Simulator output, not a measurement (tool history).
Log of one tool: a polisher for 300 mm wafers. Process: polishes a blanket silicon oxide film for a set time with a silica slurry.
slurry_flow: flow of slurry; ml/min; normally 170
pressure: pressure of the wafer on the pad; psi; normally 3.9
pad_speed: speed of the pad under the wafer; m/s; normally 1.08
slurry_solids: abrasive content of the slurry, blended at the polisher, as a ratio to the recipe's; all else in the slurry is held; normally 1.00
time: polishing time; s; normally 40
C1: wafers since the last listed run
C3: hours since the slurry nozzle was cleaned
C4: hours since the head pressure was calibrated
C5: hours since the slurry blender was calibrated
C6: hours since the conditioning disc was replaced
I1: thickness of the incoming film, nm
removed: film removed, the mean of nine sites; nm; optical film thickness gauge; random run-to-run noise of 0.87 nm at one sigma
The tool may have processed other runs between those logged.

{"run": 1, "hour": 0.0, "slurry_flow": 170, "pressure": 4.8, "pad_speed": 1.08, "slurry_solids": 1.0, "time": 40, "C1": 0, "wafers polished on this pad": 33, "C3": 35.9, "C4": 47.1, "C5": 83.2, "C6": 328.9, "I1": 1283.0, "removed": 143.6}
{"run": 2, "hour": 35.8, "slurry_flow": 170, "pressure": 3.9, "pad_speed": 0.88, "slurry_solids": 1.0, "time": 40, "C1": 454, "wafers polished on this pad": 487, "C3": 71.7, "C4": 82.9, "C5": 119.0, "C6": 364.7, "I1": 1256.1, "removed": 100.5}
{"run": 3, "hour": 65.6, "slurry_flow": 170, "pressure": 3.9, "pad_speed": 0.88, "slurry_solids": 1.0, "time": 40, "C1": 378, "wafers polished on this pad": 865, "C3": 101.5, "C4": 112.7, "C5": 148.8, "C6": 394.5, "I1": 1251.2, "removed": 100.1}
{"run": 4, "hour": 89.8, "slurry_flow": 170, "pressure": 3.9, "pad_speed": 1.26, "slurry_solids": 1.0, "time": 40, "C1": 307, "wafers polished on this pad": 1172, "C3": 125.7, "C4": 136.9, "C5": 173.0, "C6": 418.7, "I1": 1263.5, "removed": 135.1}
{"hour": 109.2, "done": "conditioning disc replaced and pad reconditioned"}
{"run": 5, "hour": 125.4, "slurry_flow": 170, "pressure": 3.9, "pad_speed": 1.26, "slurry_solids": 1.0, "time": 40, "C1": 426, "wafers polished on this pad": 1599, "C3": 161.3, "C4": 172.5, "C5": 208.6, "C6": 16.2, "I1": 1255.7, "removed": 134.1}
{"run": 6, "hour": 146.2, "slurry_flow": 135, "pressure": 3.9, "pad_speed": 1.08, "slurry_solids": 1.0, "time": 51, "C1": 263, "wafers polished on this pad": 1862, "C3": 182.1, "C4": 193.3, "C5": 229.4, "C6": 37.0, "I1": 1260.7, "removed": 146.0}
{"run": 7, "hour": 173.0, "slurry_flow": 170, "pressure": 5.2, "pad_speed": 1.08, "slurry_solids": 1.1, "time": 40, "C1": 339, "wafers polished on this pad": 2202, "C3": 208.9, "C4": 220.1, "C5": 256.2, "C6": 63.8, "I1": 1250.5, "removed": 160.5}
{"hour": 190.9, "done": "slurry blender recalibrated"}
{"run": 8, "hour": 191.4, "slurry_flow": 145, "pressure": 3.9, "pad_speed": 1.08, "slurry_solids": 0.9, "time": 40, "C1": 208, "wafers polished on this pad": 2410, "C3": 227.3, "C4": 238.5, "C5": 0.5, "C6": 82.2, "I1": 1268.1, "removed": 111.1}
{"run": 9, "hour": 206.9, "slurry_flow": 170, "pressure": 3.9, "pad_speed": 1.08, "slurry_solids": 1.15, "time": 40, "C1": 196, "wafers polished on this pad": 2607, "C3": 242.8, "C4": 254.0, "C5": 16.0, "C6": 97.7, "I1": 1256.0, "removed": 125.1}
{"run": 10, "hour": 221.4, "slurry_flow": 170, "pressure": 3.2, "pad_speed": 1.08, "slurry_solids": 1.0, "time": 30, "C1": 183, "wafers polished on this pad": 2791, "C3": 257.3, "C4": 268.5, "C5": 30.5, "C6": 112.2, "I1": 1257.0, "removed": 73.8}
{"run": 11, "hour": 248.9, "slurry_flow": 185, "pressure": 5.2, "pad_speed": 1.08, "slurry_solids": 1.0, "time": 40, "C1": 348, "wafers polished on this pad": 3140, "C3": 284.8, "C4": 296.0, "C5": 58.0, "C6": 139.7, "I1": 1274.6, "removed": 157.0}
{"hour": 253.6, "done": "worn pad replaced by a new one"}
{"run": 12, "hour": 264.5, "slurry_flow": 170, "pressure": 3.9, "pad_speed": 1.08, "slurry_solids": 1.0, "time": 40, "C1": 147, "wafers polished on this pad": 138, "C3": 300.4, "C4": 311.6, "C5": 73.6, "C6": 155.3, "I1": 1256.3, "removed": 117.5}
{"run": 13, "hour": 293.0, "slurry_flow": 170, "pressure": 3.9, "pad_speed": 1.08, "slurry_solids": 1.0, "time": 40, "C1": 361, "wafers polished on this pad": 500, "C3": 328.9, "C4": 340.1, "C5": 102.1, "C6": 183.8, "I1": 1261.1, "removed": 118.9}
{"run": 14, "hour": 326.4, "slurry_flow": 170, "pressure": 3.9, "pad_speed": 1.08, "slurry_solids": 1.25, "time": 47, "C1": 423, "wafers polished on this pad": 924, "C3": 362.3, "C4": 373.5, "C5": 135.5, "C6": 217.2, "I1": 1279.1, "removed": 150.1}
{"run": 15, "hour": 352.7, "slurry_flow": 170, "pressure": 3.9, "pad_speed": 1.08, "slurry_solids": 1.0, "time": 40, "C1": 333, "wafers polished on this pad": 1257, "C3": 388.6, "C4": 399.8, "C5": 161.8, "C6": 243.5, "I1": 1279.3, "removed": 118.7}
{"run": 16, "hour": 368.6, "slurry_flow": 170, "pressure": 3.9, "pad_speed": 1.08, "slurry_solids": 0.75, "time": 40, "C1": 201, "wafers polished on this pad": 1459, "C3": 404.5, "C4": 415.7, "C5": 177.7, "C6": 259.4, "I1": 1273.6, "removed": 107.3}
{"hour": 386.9, "done": "slurry nozzle cleaned"}
{"run": 17, "hour": 387.8, "slurry_flow": 170, "pressure": 3.9, "pad_speed": 1.08, "slurry_solids": 1.0, "time": 40, "C1": 230, "wafers polished on this pad": 1690, "C3": 0.9, "C4": 434.9, "C5": 196.9, "C6": 278.6, "I1": 1270.2, "removed": 118.9}
{"hour": 403.8, "done": "slurry blender recalibrated"}
{"hour": 460.0, "done": "worn pad replaced by a new one"}
{"run": 18, "hour": 477.4, "slurry_flow": 110, "pressure": 3.3, "pad_speed": 1.08, "slurry_solids": 1.0, "time": 46, "C1": 1060, "wafers polished on this pad": 220, "C3": 90.5, "C4": 524.5, "C5": 73.6, "C6": 368.2, "I1": 1277.7, "removed": 109.8}
{"run": 19, "hour": 502.8, "slurry_flow": 225, "pressure": 3.9, "pad_speed": 1.08, "slurry_solids": 1.0, "time": 40, "C1": 322, "wafers polished on this pad": 542, "C3": 115.9, "C4": 549.9, "C5": 99.0, "C6": 393.6, "I1": 1255.1, "removed": 122.3}
{"hour": 512.3, "done": "conditioning disc replaced and pad reconditioned"}
{"run": 20, "hour": 525.3, "slurry_flow": 170, "pressure": 2.6, "pad_speed": 1.08, "slurry_solids": 1.0, "time": 40, "C1": 260, "wafers polished on this pad": 802, "C3": 138.4, "C4": 572.4, "C5": 121.5, "C6": 13.0, "I1": 1237.9, "removed": 82.1}
{"run": 21, "hour": 550.7, "slurry_flow": 170, "pressure": 3.9, "pad_speed": 1.08, "slurry_solids": 1.0, "time": 27, "C1": 322, "wafers polished on this pad": 1125, "C3": 163.8, "C4": 597.8, "C5": 146.9, "C6": 38.4, "I1": 1259.2, "removed": 80.6}
{"run": 22, "hour": 630.9, "slurry_flow": 190, "pressure": 3.9, "pad_speed": 1.08, "slurry_solids": 0.8, "time": 40, "C1": 1017, "wafers polished on this pad": 2142, "C3": 244.0, "C4": 678.0, "C5": 227.1, "C6": 118.6, "I1": 1282.9, "removed": 112.8}
{"run": 23, "hour": 656.1, "slurry_flow": 170, "pressure": 3.9, "pad_speed": 1.08, "slurry_solids": 1.0, "time": 40, "C1": 319, "wafers polished on this pad": 2462, "C3": 269.2, "C4": 703.2, "C5": 252.3, "C6": 143.8, "I1": 1241.6, "removed": 118.4}
{"hour": 681.8, "done": "slurry blender recalibrated"}
{"run": 24, "hour": 688.5, "slurry_flow": 150, "pressure": 2.7, "pad_speed": 1.08, "slurry_solids": 1.0, "time": 40, "C1": 385, "wafers polished on this pad": 2847, "C3": 301.6, "C4": 735.6, "C5": 6.7, "C6": 176.2, "I1": 1247.4, "removed": 82.6}
{"hour": 718.2, "done": "worn pad replaced by a new one"}
{"run": 25, "hour": 723.8, "slurry_flow": 170, "pressure": 3.9, "pad_speed": 1.08, "slurry_solids": 1.0, "time": 40, "C1": 397, "wafers polished on this pad": 71, "C3": 336.9, "C4": 770.9, "C5": 42.0, "C6": 211.5, "I1": 1258.2, "removed": 117.4}
{"run": 26, "hour": 746.8, "slurry_flow": 170, "pressure": 3.9, "pad_speed": 0.8, "slurry_solids": 1.2, "time": 34, "C1": 291, "wafers polished on this pad": 362, "C3": 359.9, "C4": 793.9, "C5": 65.0, "C6": 234.5, "I1": 1270.7, "removed": 83.9}

Forecast each of these 4 alternatives for the next run:
{"run": "A", "hour": 747.2, "slurry_flow": 170, "pressure": 3.9, "pad_speed": 1.08, "slurry_solids": 1.0, "time": 40, "C1": 5, "wafers polished on this pad": 368, "C3": 360.3, "C4": 794.3, "C5": 65.4, "C6": 234.9, "I1": 1233.3, "removed": "?"}
{"run": "B", "hour": 747.2, "slurry_flow": 170, "pressure": 3.9, "pad_speed": 1.08, "slurry_solids": 0.8, "time": 40, "C1": 5, "wafers polished on this pad": 368, "C3": 360.3, "C4": 794.3, "C5": 65.4, "C6": 234.9, "I1": 1233.3, "removed": "?"}
{"run": "C", "hour": 747.2, "slurry_flow": 125, "pressure": 4.7, "pad_speed": 1.08, "slurry_solids": 1.0, "time": 35, "C1": 5, "wafers polished on this pad": 368, "C3": 360.3, "C4": 794.3, "C5": 65.4, "C6": 234.9, "I1": 1233.3, "removed": "?"}
{"run": "D", "hour": 747.2, "slurry_flow": 155, "pressure": 4.7, "pad_speed": 1.08, "slurry_solids": 1.0, "time": 40, "C1": 5, "wafers polished on this pad": 368, "C3": 360.3, "C4": 794.3, "C5": 65.4, "C6": 234.9, "I1": 1233.3, "removed": "?"}

run=A removed=119.1
run=B removed=111.2
run=C removed=118.8
run=D removed=140.1
What these runs would have given with no unlogged condition in the tool:
run=A removed=119.1
run=B removed=111.2
run=C removed=118.8
run=D removed=140.1
